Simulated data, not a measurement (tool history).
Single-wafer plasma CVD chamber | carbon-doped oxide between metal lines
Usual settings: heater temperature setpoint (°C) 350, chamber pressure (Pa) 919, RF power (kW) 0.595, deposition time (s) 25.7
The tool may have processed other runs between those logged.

run	hour	heater temperature setpoint (°C)	chamber pressure (Pa)	RF power (kW)	deposition time (s)	wafers since the last listed run	hours since the last thermocouple change	hours since the last RF generator calibration	hours since the last manometer calibration	hours since the showerhead was replaced	hours since the gauge calibration	read-back reference wafer on the same gauge, thickness_nm	mean film thickness on the monitor wafer (angstrom)
1	0	350	919	0.53	28.7	0	1187.4	1472.8	1856.1	2993.9	435.6	182.018	1511.31
2	34.9	350	919	0.65	25.7	1025	1222.3	1507.7	1891	3028.8	470.5	181.919	1624.34
3	68.3	350	919	0.65	25.7	981	1255.7	1541.1	1924.4	3062.2	503.9	182.095	1621
4	106.9	350	919	0.65	25.7	1133	1294.3	1579.7	1963	3100.8	542.5	182.115	1623
5	136	355	988	0.595	25.7	854	1323.4	1608.8	1992.1	3129.9	571.6	182.037	1493.5
# hour 165.6: gauge calibrated
6	182.3	345	919	0.595	25.7	1359	1369.7	1655.1	2038.4	3176.2	16.7	181.874	1525.11
7	253.1	345	919	0.595	25.7	2079	1440.5	1725.9	2109.2	3247	87.5	182.256	1516.13
8	415.9	345	919	0.595	25.7	4781	1603.3	1888.7	2272	3409.8	250.3	181.942	1507.68
9	472.8	350	919	0.595	25.7	1671	1660.2	1945.6	2328.9	3466.7	307.2	182.088	1489.51
10	536.1	361	919	0.595	25.7	1859	1723.5	2008.9	2392.2	3530	370.5	182.098	1448.36
11	598	361	919	0.595	25.7	1818	1785.4	2070.8	2454.1	3591.9	432.4	182.061	1441.02
# hour 687.5: capacitance manometer re-zeroed and calibrated
12	707.5	357	789	0.595	28.6	2981	1894.9	2180.3	20	3701.4	541.9	181.966	1592.02
# hour 715.5: thermocouple changed; heater temperature recalibrated
# hour 715.7: gauge calibrated
13	735.5	350	919	0.595	25.7	587	20	2208.3	48	3729.4	19.8	182.014	1471.94
# hour 768.6: RF generator calibrated
14	790.6	350	919	0.67	29.9	1383	75.1	22	103.1	3784.5	74.9	181.879	1973.92
# hour 798.9: showerhead replaced
15	816.3	356	997	0.685	23.1	519	100.8	47.7	128.8	17.4	100.6	182.117	1539.72
16	849.6	343	919	0.52	24.2	978	134.1	81	162.1	50.7	133.9	181.912	1304.83
17	897.9	350	725	0.68	27.6	1418	182.4	129.3	210.4	99	182.2	182.004	1796.84
18	938.4	350	1076	0.595	20.6	1189	222.9	169.8	250.9	139.5	222.7	181.997	1246.57
19	970.2	357	919	0.595	25.7	934	254.7	201.6	282.7	171.3	254.5	182.033	1503.22
20	1031.6	346	852	0.51	22.4	1803	316.1	263	344.1	232.7	315.9	181.94	1169.42
21	1100.6	354	1088	0.685	25.7	2026	385.1	332	413.1	301.7	384.9	181.892	1726.21
22	1163.7	354	1088	0.685	25.7	1853	448.2	395.1	476.2	364.8	448	181.963	1726.42
23	1235.2	350	919	0.595	25.7	2100	519.7	466.6	547.7	436.3	519.5	182.097	1526.97

Difference, measured minus no-hidden-state, one row per run. Run-to-run variation is common to both terms; the gauge's own scatter need not be:
The tool's hidden condition here consists of: wafer temperature above the value expected at the setpoint (K); delivered RF power above the setpoint (%); true pressure above the setpoint (%); gauge reads high (%).
run	mean film thickness on the monitor wafer (angstrom)
1	-30.59
2	-32.32
3	-33.73
4	-35.57
5	-34.68
6	-37.53
7	-40.68
8	-48.75
9	-51.24
10	-53.27
11	-56.48
12	-69.54
13	-66.05
14	-2.38
15	-1.88
16	-1.76
17	-2.41
18	-1.84
19	-2.37
20	-2.24
21	-3.7
22	-4.37
23	-4.77
